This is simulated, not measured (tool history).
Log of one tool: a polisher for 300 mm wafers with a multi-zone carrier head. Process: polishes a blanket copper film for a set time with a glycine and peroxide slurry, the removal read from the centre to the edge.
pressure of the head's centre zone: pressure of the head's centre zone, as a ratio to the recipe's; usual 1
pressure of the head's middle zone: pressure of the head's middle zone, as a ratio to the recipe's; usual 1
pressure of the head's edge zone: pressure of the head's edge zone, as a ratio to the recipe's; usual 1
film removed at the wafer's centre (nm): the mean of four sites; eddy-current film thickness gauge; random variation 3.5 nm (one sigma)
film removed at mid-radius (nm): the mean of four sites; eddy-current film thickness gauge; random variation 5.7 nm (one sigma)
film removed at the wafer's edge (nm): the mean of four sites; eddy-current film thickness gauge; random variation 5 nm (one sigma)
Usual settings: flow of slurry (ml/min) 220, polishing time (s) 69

run	hour	flow of slurry (ml/min)	pressure of the head's centre zone	pressure of the head's middle zone	pressure of the head's edge zone	polishing time (s)	incoming thickness of the incoming film, nm	film removed at the wafer's centre (nm)	film removed at mid-radius (nm)	film removed at the wafer's edge (nm)
1	0	220	1.11	1	1	69	2362.3	392.9	362.3	369.7
# hour 18.4: worn pad replaced by a new one
2	97.1	220	1	1	1	69	2409.4	390.8	398.3	401.5
3	346.6	220	1.07	1.11	0.93	83	2392.3	486.9	486	450.8
# hour 365.3: edge zone pressure recalibrated
# hour 369.8: carrier head's membrane replaced by a new one
4	427.5	280	1	0.89	1.07	92	2387.8	514.6	467.8	538.7
5	533.4	220	0.89	1	1	69	2387.5	340.9	364.8	380.5
6	599.7	220	1	1	1	69	2390.5	368.1	368.8	372.1
# hour 623.3: slurry nozzle cleaned
7	643.2	220	0.93	0.91	1	69	2384.2	344.1	340.2	377.8
# hour 645.4: centre zone pressure recalibrated
# hour 693.6: worn pad replaced by a new one
8	699	265	0.89	0.93	1	69	2411.2	364.6	380.9	416.5
9	806.4	220	1.06	1	1	69	2371.3	415.3	387.1	397.6
10	890.5	220	1	1	1	69	2354.1	385.9	389	395
11	955	220	1	1	1.1	69	2394.9	383.8	381.8	401.1
12	1053.9	220	1	1	1	69	2386.8	382.7	376.1	387.7
13	1108.1	260	0.9	1	0.96	79	2381.1	406.3	426.6	430.6
# hour 1155.3: carrier head's membrane replaced by a new one
14	1155.8	220	1.05	1.05	1	69	2384.2	384.4	385	378.7
# hour 1190.1: edge zone pressure recalibrated
15	1234.5	280	1	1	1	53	2354.4	293.9	289.8	293.6
16	1282.4	150	1	0.95	1	63	2362.9	319.8	301.1	319.7
17	1372.6	220	1	1	1	69	2387.5	359.5	354.4	374
# hour 1395.3: centre zone pressure recalibrated
18	1445.9	220	1	1	1	69	2360.8	357.5	356	363.3
# hour 1452.3: slurry nozzle cleaned
# hour 1498.2: worn pad replaced by a new one
19	1540.8	220	1	0.88	1	82	2396.3	472.8	428.3	476.6
20	1632.4	220	1	1	1	69	2406.5	395.9	379	396.7
21	1695.4	220	1	1	1	69	2360	389	388.8	395.1
22	1736.1	220	1	0.92	1	46	2358.4	255.2	244.8	262.6
23	1828.4	220	1	1.05	1	49	2359.1	267.4	279.6	275.3

Some steps in film removed at the wafer's centre (nm) between neighbouring runs. How much of each would the tool show without its hidden state too (settings, what came in, random variation), and how much is left for the hidden state, with any gauge scatter that isn't in both results?
The hidden state here: removal rate lost through wear of the pad, %; slurry flow missing at the pad, %; deviation of the centre zone's pressure from its setpoint, %; deviation of the edge zone's pressure from its setpoint, %.
Run 1 -> 2: pressure of the head's centre zone 1.11 -> 1, worn pad replaced by a new one. film removed at the wafer's centre (nm) -2.1: hidden state +34.3, all else -36.4.
Run 4 -> 5: flow of slurry (ml/min) 280 -> 220, pressure of the head's centre zone 1 -> 0.89, pressure of the head's middle zone 0.89 -> 1, pressure of the head's edge zone 1.07 -> 1, polishing time (s) 92 -> 69. film removed at the wafer's centre (nm) -173.7: hidden state +4.8, all else -178.5.
Run 18 -> 19: pressure of the head's middle zone 1 -> 0.88, polishing time (s) 69 -> 82, slurry nozzle cleaned, worn pad replaced by a new one. film removed at the wafer's centre (nm) +115.3: hidden state +35.8, all else +79.5.
Run 21 -> 22: pressure of the head's middle zone 1 -> 0.92, polishing time (s) 69 -> 46. film removed at the wafer's centre (nm) -133.8: hidden state +2.4, all else -136.2.
